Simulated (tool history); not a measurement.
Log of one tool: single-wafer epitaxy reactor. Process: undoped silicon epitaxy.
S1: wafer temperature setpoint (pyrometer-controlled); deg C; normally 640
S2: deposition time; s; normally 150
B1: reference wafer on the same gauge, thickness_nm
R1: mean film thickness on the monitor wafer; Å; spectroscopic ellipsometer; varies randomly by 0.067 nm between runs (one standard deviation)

run 1 day=0.000 | S1=632 S2=150 | B1=23.080 | R1=191.21
run 2 day=3.317 | S1=640 S2=150 | B1=23.096 | R1=223.63
run 3 day=7.154 | S1=640 S2=150 | B1=23.086 | R1=223.64
run 4 day=10.342 | S1=640 S2=150 | B1=23.062 | R1=224.94
run 5 day=12.888 | S1=640 S2=150 | B1=23.095 | R1=222.97
run 6 day=15.154 | S1=640 S2=150 | B1=23.067 | R1=223.62
run 7 day=19.379 | S1=640 S2=150 | B1=23.110 | R1=223.34
run 8 day=22.196 | S1=640 S2=150 | B1=23.111 | R1=223.44
run 9 day=26.258 | S1=640 S2=168 | B1=23.084 | R1=251.03
run 10 day=28.404 | S1=640 S2=168 | B1=23.097 | R1=251.00
run 11 day=32.525 | S1=640 S2=150 | B1=23.132 | R1=223.57
run 12 day=34.696 | S1=640 S2=150 | B1=23.090 | R1=224.66
run 13 day=37.283 | S1=640 S2=150 | B1=23.085 | R1=224.03
run 14 day=39.517 | S1=640 S2=150 | B1=23.096 | R1=224.12

Run 15, settings as shown, results not yet in. Your forecast:
-- day=41.129 pyrometer calibrated
run 15 day=43.658 | S1=640 S2=150 | B1=? | R1=?

B1: 23.121
R1: 223.99 Å
With the hidden condition absent and the run-to-run variation left alone, this run would have shown R1 223.99 Å.
